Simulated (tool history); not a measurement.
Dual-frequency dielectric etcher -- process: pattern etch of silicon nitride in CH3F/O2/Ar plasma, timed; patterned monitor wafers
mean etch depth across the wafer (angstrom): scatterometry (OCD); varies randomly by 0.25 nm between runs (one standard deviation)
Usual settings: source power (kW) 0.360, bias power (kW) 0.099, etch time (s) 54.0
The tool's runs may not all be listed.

| run | hour | source power (kW) | bias power (kW) | etch time (s) | wafers since the last listed run | hours since the last wet clean | hours since the last source power generator calibration | hours since the last bias power generator calibration | hours since the last upper electrode change | hours since the gauge calibration | read-back reference wafer on the same gauge, depth_nm | mean etch depth across the wafer (angstrom) |
|---|---|---|---|---|---|---|---|---|---|---|---|---|
| 1 | 0.0 | 0.310 | 0.118 | 54.0 | 0 | 305.4 | 2654.4 | 4189.9 | 2254.5 | 234.1 | 37.80 | 373.7 |
| 2 | 54.7 | 0.310 | 0.118 | 54.0 | 600 | 360.1 | 2709.1 | 4244.6 | 2309.2 | 288.8 | 37.88 | 369.8 |
| 3 | 91.8 | 0.360 | 0.099 | 54.0 | 406 | 397.2 | 2746.2 | 4281.7 | 2346.3 | 325.9 | 37.79 | 393.9 |
| 4 | 146.0 | 0.360 | 0.099 | 54.0 | 594 | 451.4 | 2800.4 | 4335.9 | 2400.5 | 380.1 | 37.82 | 388.9 |
| 5 | 197.7 | 0.360 | 0.099 | 54.0 | 567 | 503.1 | 2852.1 | 4387.6 | 2452.2 | 431.8 | 37.87 | 388.2 |
|  | 253.4 | wet clean of the chamber |
| 6 | 301.4 | 0.360 | 0.099 | 54.0 | 874 | 48.0 | 2955.8 | 4491.3 | 2555.9 | 535.5 | 37.83 | 398.1 |
| 7 | 394.3 | 0.360 | 0.099 | 54.0 | 1019 | 140.9 | 3048.7 | 4584.2 | 2648.8 | 628.4 | 37.84 | 398.4 |
| 8 | 489.0 | 0.400 | 0.099 | 54.0 | 1038 | 235.6 | 3143.4 | 4678.9 | 2743.5 | 723.1 | 37.84 | 418.9 |
| 9 | 581.2 | 0.400 | 0.099 | 54.0 | 1011 | 327.8 | 3235.6 | 4771.1 | 2835.7 | 815.3 | 37.77 | 416.4 |
|  | 625.2 | upper electrode replaced |
| 10 | 685.6 | 0.360 | 0.099 | 54.0 | 882 | 432.2 | 3340.0 | 4875.5 | 60.4 | 919.7 | 37.85 | 384.2 |
|  | 721.7 | wet clean of the chamber |
| 11 | 784.6 | 0.360 | 0.099 | 54.0 | 822 | 62.9 | 3439.0 | 4974.5 | 159.4 | 1018.7 | 37.74 | 401.7 |
| 12 | 843.8 | 0.360 | 0.099 | 54.0 | 649 | 122.1 | 3498.2 | 5033.7 | 218.6 | 1077.9 | 37.71 | 396.3 |
| 13 | 917.9 | 0.320 | 0.074 | 54.0 | 812 | 196.2 | 3572.3 | 5107.8 | 292.7 | 1152.0 | 37.81 | 350.2 |
|  | 941.0 | bias power generator calibrated |
| 14 | 959.5 | 0.360 | 0.099 | 54.0 | 412 | 237.8 | 3613.9 | 18.5 | 334.3 | 1193.6 | 37.88 | 395.2 |
| 15 | 1038.7 | 0.360 | 0.099 | 44.5 | 868 | 317.0 | 3693.1 | 97.7 | 413.5 | 1272.8 | 37.79 | 322.7 |
|  | 1098.5 | source power generator calibrated |
| 16 | 1135.1 | 0.310 | 0.118 | 54.0 | 1013 | 413.4 | 36.6 | 194.1 | 509.9 | 1369.2 | 37.87 | 370.7 |
| 17 | 1172.8 | 0.390 | 0.107 | 64.5 | 413 | 451.1 | 74.3 | 231.8 | 547.6 | 1406.9 | 37.79 | 497.8 |
|  | 1175.2 | gauge calibrated |
|  | 1208.3 | wet clean of the chamber |
| 18 | 1282.2 | 0.290 | 0.077 | 58.0 | 936 | 73.9 | 183.7 | 341.2 | 657.0 | 107.0 | 37.79 | 350.0 |
| 19 | 1365.2 | 0.360 | 0.099 | 54.0 | 910 | 156.9 | 266.7 | 424.2 | 740.0 | 190.0 | 37.76 | 390.3 |
| 20 | 1435.8 | 0.420 | 0.105 | 65.0 | 774 | 227.5 | 337.3 | 494.8 | 810.6 | 260.6 | 37.82 | 529.1 |
| 21 | 1496.3 | 0.360 | 0.088 | 54.0 | 663 | 288.0 | 397.8 | 555.3 | 871.1 | 321.1 | 37.84 | 380.2 |
| 22 | 1587.7 | 0.360 | 0.099 | 54.0 | 1002 | 379.4 | 489.2 | 646.7 | 962.5 | 412.5 | 37.72 | 389.1 |
| 23 | 1693.0 | 0.360 | 0.099 | 54.0 | 1155 | 484.7 | 594.5 | 752.0 | 1067.8 | 517.8 | 37.84 | 385.4 |
|  | 1750.1 | wet clean of the chamber |
| 24 | 1767.5 | 0.450 | 0.092 | 48.0 | 553 | 17.4 | 669.0 | 826.5 | 1142.3 | 592.3 | 37.81 | 393.4 |

3 ways to go on from here, each from the tool as it stands after run 24. What would each give?
| A | 1767.9 | 0.360 | 0.099 | 54.0 | 4 | 17.8 | 669.4 | 826.9 | 1142.7 | 592.7 | ? | ? |
| B | 1767.9 | 0.360 | 0.116 | 54.0 | 4 | 17.8 | 669.4 | 826.9 | 1142.7 | 592.7 | ? | ? |
| C | 1767.9 | 0.410 | 0.099 | 54.0 | 4 | 17.8 | 669.4 | 826.9 | 1142.7 | 592.7 | ? | ? |

| run | read-back reference wafer on the same gauge, depth_nm | mean etch depth across the wafer (angstrom) |
|---|---|---|
| A | 37.84 | 398.6 |
| B | 37.84 | 413.7 |
| C | 37.84 | 429.5 |
Take away the tool's hidden state, keep each run's random variation, and the runs would have read:
| run | mean etch depth across the wafer (angstrom) |
|---|---|
| A | 399.4 |
| B | 414.5 |
| C | 430.3 |
